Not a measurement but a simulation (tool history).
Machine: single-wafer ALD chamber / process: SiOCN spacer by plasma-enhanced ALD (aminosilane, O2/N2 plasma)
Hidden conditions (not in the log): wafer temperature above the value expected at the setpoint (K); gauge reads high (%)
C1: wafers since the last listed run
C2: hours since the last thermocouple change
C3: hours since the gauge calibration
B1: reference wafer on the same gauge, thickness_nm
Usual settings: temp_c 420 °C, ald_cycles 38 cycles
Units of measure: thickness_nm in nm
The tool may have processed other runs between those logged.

run 1 hour=0 | temp_c=420 ald_cycles=32 | C1=0 C2=583.8 C3=1938.3 | B1=2.402 | thickness_nm=1.871
run 2 hour=107.1 | temp_c=416 ald_cycles=38 | C1=394 C2=690.9 C3=2045.4 | B1=2.399 | thickness_nm=2.259
run 3 hour=214.5 | temp_c=416 ald_cycles=38 | C1=395 C2=798.3 C3=2152.8 | B1=2.399 | thickness_nm=2.241
run 4 hour=293.8 | temp_c=416 ald_cycles=38 | C1=291 C2=877.6 C3=2232.1 | B1=2.4 | thickness_nm=2.243
run 5 hour=358.8 | temp_c=420 ald_cycles=38 | C1=239 C2=942.6 C3=2297.1 | B1=2.4 | thickness_nm=2.217
-- hour=373.2 gauge calibrated
run 6 hour=429.6 | temp_c=420 ald_cycles=38 | C1=260 C2=1013.4 C3=56.4 | B1=2.4 | thickness_nm=2.212
run 7 hour=516 | temp_c=420 ald_cycles=38 | C1=317 C2=1099.8 C3=142.8 | B1=2.401 | thickness_nm=2.234
run 8 hour=838.8 | temp_c=420 ald_cycles=38 | C1=1187 C2=1422.6 C3=465.6 | B1=2.401 | thickness_nm=2.228
run 9 hour=918.5 | temp_c=420 ald_cycles=38 | C1=293 C2=1502.3 C3=545.3 | B1=2.398 | thickness_nm=2.239
run 10 hour=976.3 | temp_c=420 ald_cycles=38 | C1=212 C2=1560.1 C3=603.1 | B1=2.399 | thickness_nm=2.237
run 11 hour=1059.3 | temp_c=424 ald_cycles=38 | C1=305 C2=1643.1 C3=686.1 | B1=2.398 | thickness_nm=2.2
-- hour=1174.7 thermocouple changed; heater temperature recalibrated
run 12 hour=1235.8 | temp_c=420 ald_cycles=38 | C1=619 C2=61.1 C3=862.6 | B1=2.401 | thickness_nm=2.201
run 13 hour=1338.5 | temp_c=420 ald_cycles=38 | C1=377 C2=163.8 C3=965.3 | B1=2.4 | thickness_nm=2.199
run 14 hour=1407.3 | temp_c=420 ald_cycles=38 | C1=253 C2=232.6 C3=1034.1 | B1=2.401 | thickness_nm=2.213
run 15 hour=1484.1 | temp_c=420 ald_cycles=42 | C1=282 C2=309.4 C3=1110.9 | B1=2.401 | thickness_nm=2.432
run 16 hour=1576.1 | temp_c=420 ald_cycles=42 | C1=338 C2=401.4 C3=1202.9 | B1=2.401 | thickness_nm=2.44
run 17 hour=1677 | temp_c=420 ald_cycles=42 | C1=371 C2=502.3 C3=1303.8 | B1=2.4 | thickness_nm=2.452
run 18 hour=1753.2 | temp_c=412 ald_cycles=38 | C1=280 C2=578.5 C3=1380 | B1=2.398 | thickness_nm=2.271
run 19 hour=1805 | temp_c=412 ald_cycles=38 | C1=190 C2=630.3 C3=1431.8 | B1=2.398 | thickness_nm=2.255
run 20 hour=1956.6 | temp_c=412 ald_cycles=38 | C1=557 C2=781.9 C3=1583.4 | B1=2.397 | thickness_nm=2.277
run 21 hour=2025.2 | temp_c=412 ald_cycles=38 | C1=252 C2=850.5 C3=1652 | B1=2.399 | thickness_nm=2.267
run 22 hour=2113.8 | temp_c=420 ald_cycles=38 | C1=325 C2=939.1 C3=1740.6 | B1=2.402 | thickness_nm=2.22
run 23 hour=2192 | temp_c=420 ald_cycles=38 | C1=287 C2=1017.3 C3=1818.8 | B1=2.399 | thickness_nm=2.229
run 24 hour=2237.9 | temp_c=420 ald_cycles=43 | C1=168 C2=1063.2 C3=1864.7 | B1=2.399 | thickness_nm=2.525
run 25 hour=2328.5 | temp_c=415 ald_cycles=44 | C1=333 C2=1153.8 C3=1955.3 | B1=2.4 | thickness_nm=2.62
run 26 hour=2389.1 | temp_c=410 ald_cycles=41 | C1=222 C2=1214.4 C3=2015.9 | B1=2.399 | thickness_nm=2.461
run 27 hour=2460.2 | temp_c=415 ald_cycles=43 | C1=261 C2=1285.5 C3=2087 | B1=2.399 | thickness_nm=2.554
run 28 hour=2767.5 | temp_c=407 ald_cycles=44 | C1=1130 C2=1592.8 C3=2394.3 | B1=2.4 | thickness_nm=2.669
run 29 hour=2805.1 | temp_c=435 ald_cycles=34 | C1=138 C2=1630.4 C3=2431.9 | B1=2.399 | thickness_nm=1.906
-- hour=2905.7 thermocouple changed; heater temperature recalibrated
run 30 hour=2906.2 | temp_c=420 ald_cycles=38 | C1=342 C2=0.5 C3=2533 | B1=2.4 | thickness_nm=2.195
run 31 hour=2964.3 | temp_c=420 ald_cycles=38 | C1=213 C2=58.6 C3=2591.1 | B1=2.4 | thickness_nm=2.204
-- hour=2988.2 gauge calibrated
run 32 hour=3019 | temp_c=420 ald_cycles=31 | C1=201 C2=113.3 C3=30.8 | B1=2.397 | thickness_nm=1.793
run 33 hour=3118.8 | temp_c=428 ald_cycles=30 | C1=367 C2=213.1 C3=130.6 | B1=2.399 | thickness_nm=1.695
run 34 hour=3226.7 | temp_c=420 ald_cycles=38 | C1=396 C2=321 C3=238.5 | B1=2.4 | thickness_nm=2.203
run 35 hour=3332.1 | temp_c=431 ald_cycles=43 | C1=387 C2=426.4 C3=343.9 | B1=2.4 | thickness_nm=2.434
run 36 hour=3426.5 | temp_c=427 ald_cycles=40 | C1=347 C2=520.8 C3=438.3 | B1=2.4 | thickness_nm=2.28
run 37 hour=3692 | temp_c=420 ald_cycles=40 | C1=976 C2=786.3 C3=703.8 | B1=2.399 | thickness_nm=2.323
run 38 hour=3751.8 | temp_c=420 ald_cycles=38 | C1=220 C2=846.1 C3=763.6 | B1=2.4 | thickness_nm=2.21
run 39 hour=3841.6 | temp_c=406 ald_cycles=38 | C1=330 C2=935.9 C3=853.4 | B1=2.402 | thickness_nm=2.312
run 40 hour=3880.9 | temp_c=409 ald_cycles=46 | C1=144 C2=975.2 C3=892.7 | B1=2.402 | thickness_nm=2.78

Forecast each of these 3 alternatives for the next run:
run A hour=3881.4 | temp_c=426 ald_cycles=38 | C1=1 C2=975.7 C3=893.2 | B1=? | thickness_nm=?
run B hour=3881.4 | temp_c=409 ald_cycles=34 | C1=1 C2=975.7 C3=893.2 | B1=? | thickness_nm=?
run C hour=3881.4 | temp_c=420 ald_cycles=35 | C1=1 C2=975.7 C3=893.2 | B1=? | thickness_nm=?

run=A B1=2.401 thickness_nm=2.192
run=B B1=2.401 thickness_nm=2.055
run=C B1=2.401 thickness_nm=2.053
Take away the tool's hidden state, keep each run's random variation, and the runs would have read:
run=A thickness_nm=2.162
run=B thickness_nm=2.029
run=C thickness_nm=2.026
